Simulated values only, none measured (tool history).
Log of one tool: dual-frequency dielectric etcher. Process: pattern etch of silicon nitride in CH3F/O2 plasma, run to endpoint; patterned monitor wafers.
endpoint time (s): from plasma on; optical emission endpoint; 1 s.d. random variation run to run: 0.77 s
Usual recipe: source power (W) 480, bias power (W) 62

| run | hour | source power (W) | bias power (W) | incoming incoming film thickness, nm | endpoint time (s) |
|---|---|---|---|---|---|
| 1 | 0.0 | 430 | 62 | 101.1 | 121.8 |
| 2 | 16.8 | 430 | 62 | 100.6 | 119.7 |
| 3 | 64.7 | 430 | 62 | 100.9 | 120.5 |
|  | 109.0 | source power generator calibrated |
|  | 124.3 | upper electrode replaced |
| 4 | 124.8 | 480 | 70 | 101.3 | 113.5 |
| 5 | 125.2 | 480 | 57 | 101.2 | 118.3 |
| 6 | 135.4 | 480 | 57 | 99.5 | 117.2 |
| 7 | 146.9 | 480 | 57 | 100.9 | 118.4 |
| 8 | 153.7 | 480 | 62 | 101.4 | 116.7 |
| 9 | 178.5 | 480 | 62 | 100.6 | 115.0 |
|  | 193.0 | bias power generator calibrated |
|  | 207.0 | wet clean of the chamber |
| 10 | 207.5 | 400 | 62 | 101.4 | 124.3 |
| 11 | 207.9 | 530 | 71 | 101.7 | 109.5 |
| 12 | 214.9 | 480 | 68 | 100.7 | 111.7 |
| 13 | 265.0 | 420 | 46 | 101.2 | 127.7 |
| 14 | 283.2 | 480 | 72 | 100.0 | 110.1 |
| 15 | 296.3 | 380 | 77 | 100.8 | 121.7 |
| 16 | 305.6 | 480 | 62 | 100.6 | 114.9 |
| 17 | 318.5 | 370 | 58 | 101.3 | 127.9 |
| 18 | 328.9 | 480 | 56 | 101.8 | 118.6 |
| 19 | 334.9 | 480 | 62 | 102.1 | 117.4 |
| 20 | 342.0 | 420 | 62 | 101.2 | 121.7 |
| 21 | 357.7 | 480 | 68 | 99.7 | 112.4 |

4 options for the next run, each taken on its own from the tool as it stands now. Forecast them:
| A | 358.2 | 480 | 53 | 101.8 | ? |
| B | 358.2 | 420 | 53 | 101.8 | ? |
| C | 358.2 | 390 | 69 | 101.8 | ? |
| D | 358.2 | 480 | 75 | 101.8 | ? |

| run | endpoint time (s) |
|---|---|
| A | 119.9 |
| B | 125.9 |
| C | 122.4 |
| D | 111.4 |
Stripped of hidden state, with their random variation kept, the same runs would have yielded:
| run | endpoint time (s) |
|---|---|
| A | 119.9 |
| B | 125.9 |
| C | 122.4 |
| D | 111.4 |

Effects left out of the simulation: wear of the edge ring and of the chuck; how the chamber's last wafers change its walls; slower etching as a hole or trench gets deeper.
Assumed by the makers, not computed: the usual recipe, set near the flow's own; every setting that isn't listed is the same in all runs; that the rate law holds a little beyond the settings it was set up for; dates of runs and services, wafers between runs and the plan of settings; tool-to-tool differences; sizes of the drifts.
